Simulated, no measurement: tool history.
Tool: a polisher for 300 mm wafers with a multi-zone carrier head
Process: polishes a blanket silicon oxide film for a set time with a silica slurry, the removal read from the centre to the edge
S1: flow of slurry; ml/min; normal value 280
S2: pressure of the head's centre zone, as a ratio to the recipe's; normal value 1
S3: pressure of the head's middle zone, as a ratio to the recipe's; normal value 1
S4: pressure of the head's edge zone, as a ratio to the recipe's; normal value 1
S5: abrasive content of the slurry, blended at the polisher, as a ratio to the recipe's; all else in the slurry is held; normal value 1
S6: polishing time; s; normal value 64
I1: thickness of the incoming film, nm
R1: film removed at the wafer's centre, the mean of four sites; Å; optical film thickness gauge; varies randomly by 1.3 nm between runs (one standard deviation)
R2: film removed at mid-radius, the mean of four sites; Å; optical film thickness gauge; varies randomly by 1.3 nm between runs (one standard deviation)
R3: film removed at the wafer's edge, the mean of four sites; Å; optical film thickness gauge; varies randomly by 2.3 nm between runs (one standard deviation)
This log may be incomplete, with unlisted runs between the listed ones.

run 1 hour=0 | S1=280 S2=1 S3=1 S4=1.04 S5=1 S6=64 | I1=1198.9 | R1=1747 R2=1738 R3=1828
-- hour=10.6 centre zone pressure recalibrated
run 2 hour=11.1 | S1=280 S2=1 S3=1 S4=1 S5=1 S6=64 | I1=1211.7 | R1=1778 R2=1717 R3=1756
run 3 hour=25.1 | S1=280 S2=1 S3=1 S4=0.98 S5=1 S6=64 | I1=1193.8 | R1=1751 R2=1758 R3=1796
run 4 hour=32.1 | S1=280 S2=1 S3=1 S4=0.98 S5=1 S6=64 | I1=1230.7 | R1=1744 R2=1738 R3=1749
-- hour=44.6 worn pad replaced by a new one
run 5 hour=45 | S1=280 S2=1 S3=1 S4=0.98 S5=1 S6=64 | I1=1218.1 | R1=1766 R2=1734 R3=1763
run 6 hour=60.6 | S1=280 S2=1 S3=1 S4=1 S5=1 S6=64 | I1=1206.2 | R1=1763 R2=1722 R3=1810
run 7 hour=77.5 | S1=280 S2=1 S3=1 S4=1 S5=1 S6=64 | I1=1210.2 | R1=1767 R2=1736 R3=1784
-- hour=81.5 slurry nozzle cleaned
run 8 hour=90.9 | S1=280 S2=1 S3=1 S4=1.11 S5=1 S6=64 | I1=1221.3 | R1=1776 R2=1749 R3=1858
run 9 hour=105.2 | S1=360 S2=1.11 S3=1.11 S4=1 S5=1 S6=64 | I1=1232.8 | R1=2006 R2=1919 R3=1777
-- hour=112.1 edge zone pressure recalibrated
run 10 hour=112.6 | S1=250 S2=1 S3=1 S4=1.09 S5=1 S6=44 | I1=1217.3 | R1=1187 R2=1174 R3=1283
run 11 hour=126.7 | S1=280 S2=1 S3=1 S4=1 S5=1 S6=64 | I1=1201.9 | R1=1771 R2=1739 R3=1743
-- hour=147.6 carrier head's membrane replaced by a new one
run 12 hour=148.1 | S1=280 S2=1 S3=1 S4=1.09 S5=1 S6=64 | I1=1226.5 | R1=1765 R2=1764 R3=1795
run 13 hour=156 | S1=280 S2=1 S3=1 S4=1 S5=1 S6=64 | I1=1207.1 | R1=1771 R2=1769 R3=1779
run 14 hour=164.8 | S1=280 S2=1 S3=1 S4=1.04 S5=1 S6=64 | I1=1199.7 | R1=1762 R2=1742 R3=1797
run 15 hour=175.9 | S1=355 S2=1 S3=1 S4=1 S5=1.25 S6=64 | I1=1219.4 | R1=2057 R2=2001 R3=2073
run 16 hour=190.8 | S1=280 S2=1 S3=1.07 S4=1 S5=1 S6=64 | I1=1220.2 | R1=1751 R2=1879 R3=1736
run 17 hour=203.9 | S1=280 S2=1 S3=1 S4=1 S5=0.75 S6=83 | I1=1204.3 | R1=1835 R2=1851 R3=1832
run 18 hour=214.7 | S1=280 S2=1 S3=1 S4=1 S5=1 S6=64 | I1=1212.1 | R1=1764 R2=1737 R3=1752
-- hour=233.2 worn pad replaced by a new one
run 19 hour=233.7 | S1=280 S2=1 S3=1.1 S4=1 S5=1 S6=64 | I1=1221.2 | R1=1753 R2=1871 R3=1820
run 20 hour=283.2 | S1=280 S2=1 S3=1.06 S4=1 S5=1 S6=64 | I1=1208.1 | R1=1755 R2=1840 R3=1799
run 21 hour=290.3 | S1=280 S2=1 S3=1 S4=1 S5=1 S6=64 | I1=1222.7 | R1=1777 R2=1740 R3=1796
run 22 hour=300.6 | S1=345 S2=1 S3=1 S4=1 S5=1 S6=64 | I1=1218.7 | R1=1805 R2=1777 R3=1788

Forecast each of these 4 alternatives for the next run:
run A hour=301 | S1=280 S2=1 S3=1 S4=1 S5=1 S6=72 | I1=1212 | R1=? R2=? R3=?
run B hour=301 | S1=280 S2=1 S3=0.9 S4=1.04 S5=1 S6=53 | I1=1212 | R1=? R2=? R3=?
run C hour=301 | S1=280 S2=0.88 S3=1 S4=1 S5=0.9 S6=64 | I1=1212 | R1=? R2=? R3=?
run D hour=301 | S1=355 S2=1 S3=0.9 S4=1.06 S5=1 S6=64 | I1=1212 | R1=? R2=? R3=?

run=A R1=1959 R2=1970 R3=2013
run=B R1=1441 R2=1328 R3=1512
run=C R1=1431 R2=1638 R3=1672
run=D R1=1775 R2=1633 R3=1869
With the hidden condition removed and each run's random variation left untouched, the same runs would have given:
run=A R1=1959 R2=1970 R3=2013
run=B R1=1441 R2=1328 R3=1512
run=C R1=1431 R2=1638 R3=1672
run=D R1=1775 R2=1633 R3=1869
